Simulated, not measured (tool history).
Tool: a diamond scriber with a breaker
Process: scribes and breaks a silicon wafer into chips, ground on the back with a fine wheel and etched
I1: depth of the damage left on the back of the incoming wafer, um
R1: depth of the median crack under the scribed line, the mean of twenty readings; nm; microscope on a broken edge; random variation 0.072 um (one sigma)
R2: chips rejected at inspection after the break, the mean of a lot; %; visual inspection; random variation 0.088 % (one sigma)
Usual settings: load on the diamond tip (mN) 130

Run 1, hour 0: usual settings; I1 0.74. Result: R1 8850 nm, R2 1.74 %.
Run 2, hour 17.4: usual settings but load on the diamond tip (mN) 117; I1 0.61. Result: R1 8030 nm, R2 2.88 %.
Run 3, hour 23.8: usual settings but load on the diamond tip (mN) 117; I1 0.56. Result: R1 8080 nm, R2 3.3 %.
Run 4, hour 35.3: usual settings but load on the diamond tip (mN) 147; I1 0.31. Result: R1 9700 nm, R2 3.13 %.
Run 5, hour 50.1: usual settings but load on the diamond tip (mN) 147; I1 0.65. Result: R1 9730 nm, R2 2.71 %.
Run 6, hour 59.6: usual settings but load on the diamond tip (mN) 103; I1 0.38. Result: R1 7150 nm, R2 7.15 %.
Run 7, hour 67.6: usual settings but load on the diamond tip (mN) 103; I1 0.67. Result: R1 7240 nm, R2 7.73 %.
Run 8, hour 84.4: usual settings but load on the diamond tip (mN) 103; I1 0.74. Result: R1 7320 nm, R2 7.31 %.
Run 9, hour 91.2: usual settings but load on the diamond tip (mN) 141; I1 0.54. Result: R1 9300 nm, R2 2.2 %.
Run 10, hour 103.9: usual settings but load on the diamond tip (mN) 110; I1 0.47. Result: R1 7690 nm, R2 4.09 %.
Run 11, hour 118.4: usual settings; I1 0.31. Result: R1 8810 nm, R2 1.54 %.
Run 12, hour 128.2: usual settings; I1 0.68. Result: R1 8810 nm, R2 1.74 %.
Run 13, hour 142.7: usual settings; I1 0.42. Result: R1 8730 nm, R2 1.49 %.
Run 14, hour 150.9: usual settings; I1 0.42. Result: R1 8820 nm, R2 1.47 %.
Run 15, hour 163.9: usual settings; I1 0.68. Result: R1 8800 nm, R2 1.52 %.
At hour 178.9: load on the tip recalibrated.
Run 16, hour 181.6: usual settings; I1 0.63. Result: R1 7920 nm, R2 3.28 %.
Run 17, hour 196.3: usual settings; I1 0.8. Result: R1 7970 nm, R2 3.57 %.
Run 18, hour 203.8: usual settings; I1 0.5. Result: R1 7850 nm, R2 3.19 %.
Run 19, hour 210.5: usual settings; I1 0.42. Result: R1 7990 nm, R2 3.34 %.
Run 20, hour 217.5: usual settings but load on the diamond tip (mN) 111; I1 0.32. Result: R1 6920 nm, R2 10.27 %.
Run 21, hour 229.7: usual settings but load on the diamond tip (mN) 111; I1 0.33. Result: R1 6970 nm, R2 9.32 %.
Run 22, hour 244.4: usual settings but load on the diamond tip (mN) 117; I1 0.65. Result: R1 7210 nm, R2 7.42 %.
Run 23, hour 258.8: usual settings but load on the diamond tip (mN) 147; I1 0.59. Result: R1 8680 nm, R2 1.49 %.
Run 24, hour 271.5: usual settings but load on the diamond tip (mN) 114; I1 0.68. Result: R1 7100 nm, R2 9.45 %.
Run 25, hour 289.3: usual settings; I1 0.48. Result: R1 7850 nm, R2 3.29 %.
Run 26, hour 302.8: usual settings but load on the diamond tip (mN) 154; I1 0.62. Result: R1 9010 nm, R2 1.63 %.
Run 27, hour 325.2: usual settings but load on the diamond tip (mN) 144; I1 0.73. Result: R1 8480 nm, R2 1.8 %.
Run 28, hour 342.2: usual settings but load on the diamond tip (mN) 108; I1 0.4. Result: R1 6770 nm, R2 13.09 %.
Run 29, hour 353.3: usual settings but load on the diamond tip (mN) 101; I1 0.4. Result: R1 6370 nm, R2 17.4 %.
Run 30, hour 363.8: usual settings but load on the diamond tip (mN) 103; I1 0.45. Result: R1 6590 nm, R2 15.36 %.
Run 31, hour 380.9: usual settings; I1 0.46. Result: R1 7960 nm, R2 3.15 %.
Run 32, hour 397.7: usual settings but load on the diamond tip (mN) 156; I1 0.39. Result: R1 9130 nm, R2 1.99 %.
Run 33, hour 413.9: usual settings but load on the diamond tip (mN) 161; I1 0.55. Result: R1 9380 nm, R2 2.05 %.
At hour 418.8: diamond tip replaced by a new one.
Run 34, hour 427.6: usual settings but load on the diamond tip (mN) 166; I1 0.71. Result: R1 10890 nm, R2 7.25 %.
Run 35, hour 441.6: usual settings but load on the diamond tip (mN) 149; I1 0.74. Result: R1 9780 nm, R2 3.44 %.
Run 36, hour 452.6: usual settings but load on the diamond tip (mN) 111; I1 0.69. Result: R1 7650 nm, R2 4.16 %.
Run 37, hour 469.6: usual settings but load on the diamond tip (mN) 153; I1 0.47. Result: R1 9920 nm, R2 4.03 %.
Run 38, hour 480.2: usual settings but load on the diamond tip (mN) 109; I1 0.8. Result: R1 7530 nm, R2 6.02 %.
Run 39, hour 502.4: usual settings but load on the diamond tip (mN) 99; I1 0.31. Result: R1 6840 nm, R2 10.53 %.
Run 40, hour 516: usual settings but load on the diamond tip (mN) 101; I1 0.45. Result: R1 6970 nm, R2 9.35 %.
Run 41, hour 539.2: usual settings but load on the diamond tip (mN) 148; I1 0.69. Result: R1 9370 nm, R2 2.59 %.
Run 42, hour 556.2: usual settings but load on the diamond tip (mN) 100; I1 0.5. Result: R1 6940 nm, R2 9.93 %.
Run 43, hour 569.4: usual settings but load on the diamond tip (mN) 143; I1 0.78. Result: R1 9250 nm, R2 1.93 %.

What the log doesn't show, run by run:
H1: share of the diamond tip's cutting effectiveness lost through wear, %
H2: deviation of the load on the tip from its setpoint, %
run     H1       H2
  1   11.4     9.36
  2   11.8     9.84
  3   11.9       10
  4   12.2     10.3
  5   12.4     10.8
  6   12.6     11.1
  7   12.8     11.3
  8   13.1     11.8
  9   13.2       12
 10   13.4     12.4
 11   13.6     12.9
 12   13.7     13.2
 13   13.9     13.7
 14     14     13.9
 15   14.2     14.4
 16   14.4   -0.399
 17   14.5   -0.393
 18   14.6   -0.387
 19   14.6   -0.379
 20   14.7   -0.369
 21   14.8   -0.348
 22   14.9   -0.314
 23     15   -0.272
 24   15.1   -0.229
 25   15.3   -0.157
 26   15.3  -0.0947
 27   15.5   0.0252
 28   15.6    0.129
 29   15.6    0.204
 30   15.7    0.278
 31   15.7     0.41
 32   15.8     0.55
 33   15.9    0.695
 34  0.969    0.827
 35   1.82    0.968
 36   2.45     1.09
 37   3.36     1.28
 38   3.89      1.4
 39   4.93     1.67
 40   5.51     1.85
 41   6.43     2.17
 42   7.04     2.42
 43   7.49     2.62
